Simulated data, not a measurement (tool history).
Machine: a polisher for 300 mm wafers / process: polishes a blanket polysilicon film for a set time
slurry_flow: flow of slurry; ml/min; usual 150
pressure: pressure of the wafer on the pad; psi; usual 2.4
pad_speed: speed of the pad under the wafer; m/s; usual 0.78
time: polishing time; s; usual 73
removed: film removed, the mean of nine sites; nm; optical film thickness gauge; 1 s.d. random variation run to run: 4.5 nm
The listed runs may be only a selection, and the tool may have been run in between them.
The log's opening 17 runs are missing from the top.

run	day	slurry_flow	pressure	pad_speed	time	incoming thickness of the incoming film, nm	removed
18	9.812	150	2.4	0.78	73	1728.1	343.2
19	10.438	135	2.4	0.78	73	1704.0	328.6
20	10.721	185	2.7	0.78	73	1727.7	406.3
# day 11.158: slurry nozzle cleaned
21	11.175	150	2.4	0.78	73	1682.1	338.6
22	11.783	150	3.0	0.78	73	1709.9	438.2
23	12.267	150	2.4	0.78	73	1686.7	348.4
24	13.704	135	2.4	0.78	73	1704.6	336.6
25	14.004	150	2.4	0.78	73	1690.0	349.8
26	14.471	150	2.2	0.78	73	1673.4	319.4
# day 15.221: worn pad replaced by a new one
27	15.242	150	2.4	0.78	73	1690.4	347.0
28	15.646	150	2.4	0.60	73	1689.3	286.4
29	16.238	150	2.9	0.52	84	1742.4	366.0
30	16.708	105	2.4	0.96	73	1695.6	375.0
31	17.117	190	1.7	0.78	98	1696.6	336.0
32	17.708	150	2.4	0.78	73	1675.1	339.1
33	18.033	150	2.9	0.52	73	1736.6	322.0
34	18.321	150	2.4	0.78	61	1678.8	296.6
35	18.938	150	2.4	0.58	73	1694.5	281.2
36	19.204	100	1.7	0.88	65	1715.9	214.2
# day 19.879: worn pad replaced by a new one
37	20.671	110	2.4	0.58	83	1718.6	301.8
38	21.038	150	2.4	0.78	59	1745.9	272.9

Forecast each of these 3 alternatives for the next run:
A	21.054	165	2.4	0.78	73	1680.6	?
B	21.054	150	2.6	0.54	73	1680.6	?
C	21.054	150	2.4	0.98	59	1680.6	?

run	removed
A	361.8
B	301.5
C	339.5
Without the tool's unlogged condition, the same runs would have read:
run	removed
A	361.8
B	301.5
C	339.5
